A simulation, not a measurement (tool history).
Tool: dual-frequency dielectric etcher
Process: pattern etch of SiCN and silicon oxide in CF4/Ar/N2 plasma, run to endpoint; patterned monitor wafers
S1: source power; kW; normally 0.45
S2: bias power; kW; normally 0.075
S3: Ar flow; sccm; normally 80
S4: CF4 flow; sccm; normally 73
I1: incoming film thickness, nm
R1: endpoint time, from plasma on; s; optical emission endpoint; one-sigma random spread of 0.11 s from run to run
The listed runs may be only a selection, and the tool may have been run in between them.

run	day	S1	S2	S3	S4	I1	R1
1	0	0.51	0.075	80	73	16.36	14.8
2	1.408	0.51	0.075	80	73	16.49	15
3	2.1	0.51	0.075	80	73	16.45	14.9
4	3.508	0.45	0.075	80	73	16.45	16.9
# day 4.588: wet clean of the chamber
5	4.608	0.45	0.075	80	73	16.52	18.2
# day 5.333: Ar flow controller replaced
6	5.354	0.45	0.075	80	73	16.56	18
7	6.492	0.45	0.075	80	73	16.34	17.5
# day 6.671: source power generator calibrated
# day 7.238: bias power generator calibrated
8	7.758	0.45	0.082	93	73	16.7	17.6
# day 8.062: CF4 flow controller replaced
9	8.442	0.51	0.075	80	73	16.48	15.6
# day 9.742: upper electrode replaced
10	9.762	0.38	0.059	80	68	16.41	22.4
11	10.062	0.55	0.065	80	62	16.56	15.5
12	10.588	0.49	0.075	80	73	16.48	16
13	11.712	0.5	0.075	91	73	16.4	15.9
14	12.946	0.38	0.059	80	68	16.54	22.6

Had the tool no unlogged condition, and each run kept its random variation, what would the results have been?
Hidden conditions of the tool in this case: etch rate over this chamber's usual, %; source power that arrives over what is set, %; bias power that arrives over what is set, %; Ar flow that arrives over what is set, %; CF4 flow that arrives over what is set, %.
run	R1
1	15.4
2	15.6
3	15.5
4	17.8
5	18
6	17.9
7	17.5
8	17.6
9	15.7
10	22.7
11	15.7
12	16.2
13	16.2
14	23.1

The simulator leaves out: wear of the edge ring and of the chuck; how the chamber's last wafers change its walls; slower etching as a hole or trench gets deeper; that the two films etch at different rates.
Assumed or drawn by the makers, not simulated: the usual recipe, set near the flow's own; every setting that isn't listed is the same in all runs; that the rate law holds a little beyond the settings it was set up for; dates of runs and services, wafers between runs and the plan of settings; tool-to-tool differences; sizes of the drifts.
